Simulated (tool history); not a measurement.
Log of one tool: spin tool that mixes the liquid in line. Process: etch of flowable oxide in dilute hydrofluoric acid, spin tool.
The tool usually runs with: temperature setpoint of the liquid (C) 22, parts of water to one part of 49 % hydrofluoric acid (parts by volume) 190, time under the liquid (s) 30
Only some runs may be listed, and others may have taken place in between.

run	hour	temperature setpoint of the liquid (C)	parts of water to one part of 49 % hydrofluoric acid (parts by volume)	time under the liquid (s)	read-back film thickness of the flowable oxide reference wafer, read on the same gauge (nm)	thickness taken off the flowable oxide on a monitor wafer (nm)
1	0	22	190	30	90	6.2
2	17.2	22	190	30	90	6.12
3	35.6	22	190	30	90.02	6.2
4	63.8	22	190	30	90.01	6.18
5	99.2	22	190	30	90	6.17
6	129.2	22	145	30	89.98	8.54
7	159.1	22	240	30	90.02	4.67
8	185.4	22	190	30	89.98	6.2
9	217.1	22	190	30	90.02	6.26
10	245.9	22	190	30	89.99	6.27
# hour 271.9: gauge calibrated
11	279.7	19.5	190	30	90	5.68
12	315.7	22	190	25	90	5.23
13	328.8	22	190	25	90	5.19
14	346.2	22	190	30	89.99	6.31
15	370.9	22	190	30	90.01	6.28

What will run 16 give?
16	394.8	22	190	30	?	?

read-back film thickness of the flowable oxide reference wafer, read on the same gauge (nm): 90.02
thickness taken off the flowable oxide on a monitor wafer (nm): 6.31
If the tool had no hidden condition, the same run with the same run-to-run variation would have returned thickness taken off the flowable oxide on a monitor wafer (nm) 5.54.
